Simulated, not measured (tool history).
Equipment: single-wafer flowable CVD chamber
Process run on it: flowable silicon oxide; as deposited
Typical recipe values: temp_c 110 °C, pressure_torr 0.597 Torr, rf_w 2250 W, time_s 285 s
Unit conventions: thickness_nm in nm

run   hour  temp_c  pressure_torr  rf_w  time_s  wafers since the last listed run  hours since the last thermocouple change  hours since the last RF generator calibration  hours since the last manometer calibration  hours since the showerhead was replaced  hours since the gauge calibration  read-back reference wafer on the same gauge, thickness_nm  thickness_nm
  1      0     115          0.597  2250     285                                 0                                    1516.7                                          840.8                                      2803.8                                   4304.2                              292.3                                                      93.84        72.528
       9.6  -- gauge calibrated
  2   30.6     110          0.597  2250     285                               206                                    1547.3                                          871.4                                      2834.4                                   4334.8                                 21                                                     93.789        85.497
  3   64.3     110          0.597  2250     285                               227                                      1581                                          905.1                                      2868.1                                   4368.5                               54.7                                                     93.909         85.67
  4   79.9     110          0.597  2250     285                               105                                    1596.6                                          920.7                                      2883.7                                   4384.1                               70.3                                                     93.808         85.68
  5   93.8     120          0.597  2250     285                                93                                    1610.5                                          934.6                                      2897.6                                     4398                               84.2                                                     93.898        61.909
  6  122.7     120          0.597  2250     285                               194                                    1639.4                                          963.5                                      2926.5                                   4426.9                              113.1                                                     93.693        62.116
  7  158.6     120          0.597  2250     285                               242                                    1675.3                                          999.4                                      2962.4                                   4462.8                                149                                                     93.783        62.187
  8  193.4     122          0.597  2250     285                               234                                    1710.1                                         1034.2                                      2997.2                                   4497.6                              183.8                                                     93.826        58.786
  9  228.3     122          0.597  2250     285                               235                                      1745                                         1069.1                                      3032.1                                   4532.5                              218.7                                                     93.929        58.678
     249.8  -- thermocouple changed; heater temperature recalibrated
 10  250.3     100          0.686  2025     337                                94                                       0.5                                         1091.1                                      3054.1                                   4554.5                              240.7                                                     93.641       148.473
     262.4  -- showerhead replaced
 11  278.2     123          0.597  2045     285                               134                                      28.4                                           1119                                        3082                                     15.8                              268.6                                                     93.765        52.772
     304.8  -- gauge calibrated
     310.1  -- capacitance manometer re-zeroed and calibrated
 12  310.6      96          0.597  2250     285                               164                                      60.8                                         1151.4                                         0.5                                     48.2                                5.8                                                     93.874       139.224
 13  332.1     110          0.597  2250     285                               144                                      82.3                                         1172.9                                          22                                     69.7                               27.3                                                     93.667         86.61
     356.7  -- RF generator calibrated
 14    367     110          0.597  2250     285                               181                                     117.2                                           10.3                                        56.9                                    104.6                               62.2                                                      93.76        86.793
 15  393.4     125          0.597  2250     285                               178                                     143.6                                           36.7                                        83.3                                      131                               88.6                                                     93.858        55.529
 16  427.5     122          0.525  2250     257                               229                                     177.7                                           70.8                                       117.4                                    165.1                              122.7                                                     93.903        48.298
 17  454.3     110          0.731  1860     245                               180                                     204.5                                           97.6                                       144.2                                    191.9                              149.5                                                     93.742         89.02
 18  474.1     110          0.597  2250     338                               133                                     224.3                                          117.4                                         164                                    211.7                              169.3                                                     93.845       103.539

Describe how what the log doesn't record of the tool's condition differs between the last listed run preceding each entry between runs and the first listed run following it.
From run 1 to run 2: gauge calibrated (hour 9.6)
  wafer temperature above the value expected at the setpoint (K): -1.81 -> -1.88; true pressure above the setpoint (%): -7.95 -> -8.14
  difference, measured minus the result without the unlogged condition, thickness_nm: -1.853 -> -1.899 nm
From run 9 to run 10: thermocouple changed; heater temperature recalibrated (hour 249.8)
  wafer temperature above the value expected at the setpoint (K): -2.35 -> 0.0584; true pressure above the setpoint (%): -9.4 -> -9.55
  difference, measured minus the result without the unlogged condition, thickness_nm: -1.917 -> -15.143 nm
From run 10 to run 11: showerhead replaced (hour 262.4)
  wafer temperature above the value expected at the setpoint (K): 0.0584 -> 0.0578; true pressure above the setpoint (%): -9.55 -> -9.73
  difference, measured minus the result without the unlogged condition, thickness_nm: -15.143 -> -5.69 nm
From run 11 to run 12: gauge calibrated (hour 304.8); capacitance manometer re-zeroed and calibrated (hour 310.1)
  wafer temperature above the value expected at the setpoint (K): 0.0578 -> 0.0557; true pressure above the setpoint (%): -9.73 -> 0.192
  difference, measured minus the result without the unlogged condition, thickness_nm: -5.69 -> +0.009 nm
From run 13 to run 14: RF generator calibrated (hour 356.7)
  wafer temperature above the value expected at the setpoint (K): 0.0535 -> 0.0484; true pressure above the setpoint (%): 0.192 -> 0.189
  difference, measured minus the result without the unlogged condition, thickness_nm: +0.018 -> +0.029 nm
